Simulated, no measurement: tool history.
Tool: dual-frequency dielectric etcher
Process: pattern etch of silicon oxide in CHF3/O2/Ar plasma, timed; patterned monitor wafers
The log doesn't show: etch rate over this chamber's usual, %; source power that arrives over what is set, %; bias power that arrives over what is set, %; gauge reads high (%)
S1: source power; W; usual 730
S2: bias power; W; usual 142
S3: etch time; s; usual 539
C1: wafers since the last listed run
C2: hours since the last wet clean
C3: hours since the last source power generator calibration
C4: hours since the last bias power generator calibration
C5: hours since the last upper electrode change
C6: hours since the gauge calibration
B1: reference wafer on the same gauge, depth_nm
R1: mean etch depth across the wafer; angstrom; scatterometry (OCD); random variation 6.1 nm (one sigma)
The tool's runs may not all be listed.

run,hour,S1,S2,S3,C1,C2,C3,C4,C5,C6,B1,R1
1,0,730,142,539,0,441.3,3621.1,3803.3,4409.7,124.6,1320,12461
2,32.5,730,142,539,97,473.8,3653.6,3835.8,4442.2,157.1,1323.8,12408
3,58.3,730,142,539,77,499.6,3679.4,3861.6,4468,182.9,1322.1,12510
# hour 96.2: wet clean of the chamber
4,96.7,730,142,539,43,0.5,3717.8,3900,4506.4,221.3,1317.1,12041
5,112.3,730,125,635,46,16.1,3733.4,3915.6,4522,236.9,1322.9,13341
# hour 135: source power generator calibrated
6,137.4,730,142,626.5,63,41.2,2.4,3940.7,4547.1,262,1319.1,14001
# hour 137.9: gauge calibrated
# hour 163.9: upper electrode replaced
7,164.4,730,142,626.5,9,68.2,29.4,3967.7,0.5,26.5,1322.5,14124
8,178.5,730,142,539,42,82.3,43.5,3981.8,14.6,40.6,1319.7,12007
# hour 186: bias power generator calibrated
9,199.3,640,119,539,50,103.1,64.3,13.3,35.4,61.4,1319,10908
10,216.9,790,108,408,52,120.7,81.9,30.9,53,79,1318,8594
11,233.1,870,127,674,48,136.9,98.1,47.1,69.2,95.2,1320,15271
12,254.4,660,170,456,64,158.2,119.4,68.4,90.5,116.5,1319.4,10622
13,280.2,800,142,485,77,184,145.2,94.2,116.3,142.3,1321.8,11127
14,309.3,800,142,378.5,87,213.1,174.3,123.3,145.4,171.4,1316.8,8845

Forecast each of these 4 alternatives for the next run:
A,309.9,730,142,539,1,213.7,174.9,123.9,146,172,?,?
B,309.9,730,128,579.5,1,213.7,174.9,123.9,146,172,?,?
C,309.9,730,160,646.5,1,213.7,174.9,123.9,146,172,?,?
D,309.9,850,142,539,1,213.7,174.9,123.9,146,172,?,?

run,B1,R1
A,1319.4,12102
B,1319.4,12551
C,1319.4,15141
D,1319.4,12633
Without the tool's hidden state the same runs would have given:
run,R1
A,11915
B,12356
C,14906
D,12437
